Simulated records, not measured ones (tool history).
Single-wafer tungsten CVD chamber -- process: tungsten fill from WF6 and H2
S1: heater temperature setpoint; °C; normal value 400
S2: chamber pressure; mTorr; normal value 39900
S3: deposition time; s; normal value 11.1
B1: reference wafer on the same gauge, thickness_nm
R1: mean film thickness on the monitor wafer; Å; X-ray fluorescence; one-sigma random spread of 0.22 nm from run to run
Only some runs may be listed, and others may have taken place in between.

run   hour   S1     S2    S3      B1      R1
  1    0.0  400  39900  11.1  41.229  338.84
  2   30.4  400  39900  11.1  41.169  338.65
  3  101.6  400  39900  11.1  41.281  339.50
  4  161.0  400  39900  11.1  41.196  338.91
  5  231.3  400  39900  11.1  41.285  335.79
  6  258.6  400  39900  11.1  41.203  338.53
  7  314.4  400  39900  11.1  41.210  338.09
     340.9  -- capacitance manometer re-zeroed and calibrated
  8  379.6  400  39900  11.1  41.269  337.77
  9  414.1  400  39900  11.1  41.164  339.71
 10  481.9  394  44100  11.1  41.139  303.56
     527.4  -- showerhead replaced
 11  527.9  389  36700   9.4  41.197  216.88
     541.4  -- thermocouple changed; heater temperature recalibrated
 12  591.6  400  46400  12.1  41.197  416.86
     601.5  -- gauge calibrated
 13  654.3  388  32200  11.7  41.163  280.40
 14  723.5  396  39900  11.1  41.169  331.61
 15  763.1  400  39900  11.1  41.177  357.37
 16  831.0  406  33200   9.7  41.184  330.09
 17  870.2  400  39900  11.1  41.227  351.72

Each row is a separate what-if for the run after 17, all from the same tool condition, not one after another. Results?
  A  870.6  400  39900  11.1   ?   ?
  B  870.6  409  39900  11.1   ?   ?
  C  870.6  387  37400  10.2   ?   ?
  D  870.6  404  47900  11.1   ?   ?
  E  870.6  389  39900  11.1   ?   ?

run      B1      R1
  A  41.180  353.92
  B  41.180  425.37
  C  41.180  239.27
  D  41.180  407.65
  E  41.180  278.07
Without the tool's hidden state the same runs would have given:
run      R1
  A  372.81
  B  446.46
  C  252.96
  D  428.32
  E  293.86
